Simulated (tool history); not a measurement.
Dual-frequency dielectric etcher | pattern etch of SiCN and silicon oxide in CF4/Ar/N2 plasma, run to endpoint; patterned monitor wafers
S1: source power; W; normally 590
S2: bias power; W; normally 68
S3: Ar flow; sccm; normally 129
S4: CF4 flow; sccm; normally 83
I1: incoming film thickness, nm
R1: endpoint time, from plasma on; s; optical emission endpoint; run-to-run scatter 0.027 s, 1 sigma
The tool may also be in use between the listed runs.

{"run": 1, "hour": 0.0, "S1": 590, "S2": 68, "S3": 129, "S4": 83, "I1": 9.93, "R1": 8.7}
{"run": 2, "hour": 33.5, "S1": 590, "S2": 68, "S3": 129, "S4": 83, "I1": 10.04, "R1": 8.9}
{"run": 3, "hour": 54.8, "S1": 590, "S2": 68, "S3": 129, "S4": 69, "I1": 9.98, "R1": 9.3}
{"run": 4, "hour": 81.9, "S1": 590, "S2": 68, "S3": 129, "S4": 83, "I1": 10.0, "R1": 8.9}
{"run": 5, "hour": 104.1, "S1": 590, "S2": 68, "S3": 129, "S4": 83, "I1": 10.03, "R1": 8.9}
{"hour": 136.3, "done": "wet clean of the chamber"}
{"run": 6, "hour": 139.6, "S1": 590, "S2": 68, "S3": 129, "S4": 83, "I1": 9.97, "R1": 8.7}
{"run": 7, "hour": 167.9, "S1": 590, "S2": 68, "S3": 129, "S4": 83, "I1": 10.02, "R1": 8.8}
{"run": 8, "hour": 202.8, "S1": 590, "S2": 68, "S3": 129, "S4": 83, "I1": 9.91, "R1": 8.6}
{"run": 9, "hour": 230.9, "S1": 480, "S2": 81, "S3": 129, "S4": 83, "I1": 10.02, "R1": 9.3}
{"hour": 256.6, "done": "bias power generator calibrated"}
{"run": 10, "hour": 266.1, "S1": 540, "S2": 68, "S3": 101, "S4": 83, "I1": 9.95, "R1": 9.3}
{"run": 11, "hour": 287.7, "S1": 590, "S2": 68, "S3": 129, "S4": 83, "I1": 9.99, "R1": 8.9}
{"hour": 367.4, "done": "upper electrode replaced"}
{"run": 12, "hour": 367.9, "S1": 590, "S2": 68, "S3": 149, "S4": 83, "I1": 10.0, "R1": 9.1}
{"hour": 374.9, "done": "source power generator calibrated"}
{"run": 13, "hour": 378.1, "S1": 730, "S2": 85, "S3": 138, "S4": 99, "I1": 10.1, "R1": 6.6}
{"run": 14, "hour": 407.1, "S1": 590, "S2": 68, "S3": 129, "S4": 83, "I1": 9.99, "R1": 8.9}
{"run": 15, "hour": 432.7, "S1": 590, "S2": 68, "S3": 101, "S4": 83, "I1": 9.98, "R1": 8.7}
{"hour": 459.3, "done": "Ar flow controller replaced"}
{"run": 16, "hour": 460.1, "S1": 590, "S2": 73, "S3": 140, "S4": 83, "I1": 9.96, "R1": 8.7}
{"hour": 477.7, "done": "CF4 flow controller replaced"}
{"run": 17, "hour": 481.0, "S1": 590, "S2": 54, "S3": 129, "S4": 83, "I1": 10.04, "R1": 10.2}
{"run": 18, "hour": 495.4, "S1": 590, "S2": 68, "S3": 129, "S4": 83, "I1": 9.9, "R1": 8.9}
{"run": 19, "hour": 529.7, "S1": 660, "S2": 85, "S3": 109, "S4": 63, "I1": 9.95, "R1": 7.7}
{"run": 20, "hour": 550.3, "S1": 690, "S2": 68, "S3": 129, "S4": 83, "I1": 10.04, "R1": 8.0}
{"run": 21, "hour": 570.2, "S1": 590, "S2": 68, "S3": 155, "S4": 83, "I1": 10.04, "R1": 9.2}
{"run": 22, "hour": 604.8, "S1": 640, "S2": 68, "S3": 129, "S4": 83, "I1": 9.9, "R1": 8.4}
{"run": 23, "hour": 634.1, "S1": 590, "S2": 74, "S3": 141, "S4": 83, "I1": 9.97, "R1": 8.6}
{"run": 24, "hour": 657.2, "S1": 590, "S2": 62, "S3": 129, "S4": 63, "I1": 9.98, "R1": 10.3}

Branching from run 24: 4 alternative next runs. What would each branch give?
{"run": "A", "hour": 657.6, "S1": 590, "S2": 68, "S3": 103, "S4": 83, "I1": 10.02, "R1": "?"}
{"run": "B", "hour": 657.6, "S1": 590, "S2": 60, "S3": 118, "S4": 65, "I1": 10.02, "R1": "?"}
{"run": "C", "hour": 657.6, "S1": 590, "S2": 79, "S3": 129, "S4": 96, "I1": 10.02, "R1": "?"}
{"run": "D", "hour": 657.6, "S1": 590, "S2": 68, "S3": 145, "S4": 62, "I1": 10.02, "R1": "?"}

run=A R1=8.8
run=B R1=10.3
run=C R1=8.1
run=D R1=10.0
What these runs would have given with no unlogged condition in the tool:
run=A R1=8.7
run=B R1=10.1
run=C R1=7.9
run=D R1=9.8
